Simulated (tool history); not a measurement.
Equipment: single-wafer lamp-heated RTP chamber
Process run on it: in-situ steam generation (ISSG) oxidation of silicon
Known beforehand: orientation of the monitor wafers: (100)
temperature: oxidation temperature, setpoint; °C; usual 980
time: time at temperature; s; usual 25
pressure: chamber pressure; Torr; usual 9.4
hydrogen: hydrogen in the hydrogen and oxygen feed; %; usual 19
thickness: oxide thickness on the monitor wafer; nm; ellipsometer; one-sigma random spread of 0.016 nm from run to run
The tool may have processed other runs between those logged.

| run | hour | temperature | time | pressure | hydrogen | wafers since the last listed run | wafers since the last pyrometer calibration | hours since the pressure gauge was zeroed | hours since the hydrogen flow controller was replaced | hours since the gauge calibration | read-back reference wafer on the same gauge, thickness | thickness |
|---|---|---|---|---|---|---|---|---|---|---|---|---|
| 1 | 0 | 971 | 25 | 9.4 | 19 | 0 | 5290 | 3549.1 | 6392.6 | 230.7 | 5.559 | 4.777 |
|  | 23 | pyrometer window cleaned and pyrometer calibrated |
| 2 | 27.8 | 980 | 25 | 9.4 | 19 | 152 | 37 | 3576.9 | 6420.4 | 258.5 | 5.555 | 4.892 |
| 3 | 55.4 | 980 | 25 | 9.4 | 26 | 212 | 249 | 3604.5 | 6448 | 286.1 | 5.544 | 5.241 |
| 4 | 70.2 | 980 | 29 | 9.4 | 19 | 114 | 363 | 3619.3 | 6462.8 | 300.9 | 5.537 | 5.267 |
| 5 | 91.8 | 980 | 29 | 9.4 | 19 | 166 | 530 | 3640.9 | 6484.4 | 322.5 | 5.536 | 5.262 |
| 6 | 112.5 | 980 | 28 | 9.4 | 19 | 159 | 689 | 3661.6 | 6505.1 | 343.2 | 5.53 | 5.172 |
| 7 | 144.1 | 980 | 25 | 8.7 | 19 | 243 | 933 | 3693.2 | 6536.7 | 374.8 | 5.518 | 4.921 |
| 8 | 158.9 | 993 | 28 | 8.9 | 11 | 114 | 1047 | 3708 | 6551.5 | 389.6 | 5.521 | 4.889 |
| 9 | 183.1 | 1000 | 25 | 9.8 | 19 | 186 | 1233 | 3732.2 | 6575.7 | 413.8 | 5.514 | 5.253 |
| 10 | 211.9 | 980 | 29 | 8.2 | 19 | 221 | 1455 | 3761 | 6604.5 | 442.6 | 5.51 | 5.298 |
| 11 | 242.5 | 963 | 25 | 10.2 | 19 | 235 | 1691 | 3791.6 | 6635.1 | 473.2 | 5.498 | 4.508 |
| 12 | 255.3 | 980 | 25 | 9.4 | 19 | 98 | 1790 | 3804.4 | 6647.9 | 486 | 5.502 | 4.869 |
|  | 284.7 | hydrogen flow controller replaced |
| 13 | 285.2 | 980 | 25 | 9.4 | 19 | 168 | 1959 | 3834.3 | 0.5 | 515.9 | 5.489 | 4.866 |
| 14 | 295.1 | 980 | 16 | 8.6 | 19 | 76 | 2035 | 3844.2 | 10.4 | 525.8 | 5.493 | 4.017 |
| 15 | 310.5 | 980 | 25 | 9.4 | 19 | 118 | 2154 | 3859.6 | 25.8 | 541.2 | 5.487 | 4.852 |
|  | 340.2 | pressure gauge zeroed |
| 16 | 340.7 | 980 | 25 | 9.4 | 19 | 171 | 2325 | 0.5 | 56 | 571.4 | 5.482 | 4.883 |
| 17 | 366 | 980 | 25 | 9.4 | 23 | 194 | 2520 | 25.8 | 81.3 | 596.7 | 5.471 | 5.055 |
| 18 | 384.5 | 980 | 25 | 10.2 | 19 | 142 | 2662 | 44.3 | 99.8 | 615.2 | 5.47 | 4.757 |
|  | 385.9 | gauge calibrated |
| 19 | 414.4 | 986 | 22 | 9.4 | 19 | 230 | 2893 | 74.2 | 129.7 | 28.5 | 5.585 | 4.762 |
| 20 | 450 | 980 | 25 | 8.6 | 29 | 274 | 3167 | 109.8 | 165.3 | 64.1 | 5.575 | 5.5 |
| 21 | 485.3 | 980 | 25 | 9.4 | 19 | 272 | 3439 | 145.1 | 200.6 | 99.4 | 5.568 | 4.921 |
| 22 | 508.4 | 970 | 25 | 10.1 | 19 | 178 | 3617 | 168.2 | 223.7 | 122.5 | 5.562 | 4.701 |
| 23 | 537.8 | 965 | 25 | 8.6 | 29 | 226 | 3844 | 197.6 | 253.1 | 151.9 | 5.556 | 5.175 |
| 24 | 554.9 | 988 | 15 | 8.9 | 19 | 131 | 3975 | 214.7 | 270.2 | 169 | 5.551 | 4.05 |
| 25 | 586.9 | 980 | 22 | 10.2 | 19 | 246 | 4222 | 246.7 | 302.2 | 201 | 5.546 | 4.581 |
| 26 | 599 | 968 | 18 | 8.5 | 12 | 93 | 4315 | 258.8 | 314.3 | 213.1 | 5.538 | 3.714 |
| 27 | 627.2 | 980 | 34 | 9 | 24 | 217 | 4533 | 287 | 342.5 | 241.3 | 5.532 | 5.961 |
| 28 | 644.3 | 980 | 25 | 9.4 | 26 | 131 | 4664 | 304.1 | 359.6 | 258.4 | 5.534 | 5.236 |
| 29 | 665.7 | 980 | 25 | 9.4 | 19 | 164 | 4829 | 325.5 | 381 | 279.8 | 5.523 | 4.882 |
|  | 693.1 | pyrometer window cleaned and pyrometer calibrated |
| 30 | 694.5 | 967 | 25 | 8.9 | 19 | 160 | 10 | 354.3 | 409.8 | 308.6 | 5.523 | 4.677 |

Per-run results on a tool with no hidden state, each run keeping its own random variation:
What the log doesn't record here: true wafer temperature minus pyrometer reading, K; true pressure minus gauge reading, Torr; deviation of the hydrogen flow from its setpoint, %; gauge reads high (%).
| run | thickness |
|---|---|
| 1 | 4.824 |
| 2 | 4.946 |
| 3 | 5.305 |
| 4 | 5.334 |
| 5 | 5.334 |
| 6 | 5.246 |
| 7 | 4.999 |
| 8 | 4.969 |
| 9 | 5.345 |
| 10 | 5.397 |
| 11 | 4.598 |
| 12 | 4.968 |
| 13 | 4.971 |
| 14 | 4.106 |
| 15 | 4.962 |
| 16 | 5 |
| 17 | 5.182 |
| 18 | 4.88 |
| 19 | 4.786 |
| 20 | 5.535 |
| 21 | 4.96 |
| 22 | 4.743 |
| 23 | 5.227 |
| 24 | 4.093 |
| 25 | 4.637 |
| 26 | 3.761 |
| 27 | 6.043 |
| 28 | 5.312 |
| 29 | 4.957 |
| 30 | 4.754 |
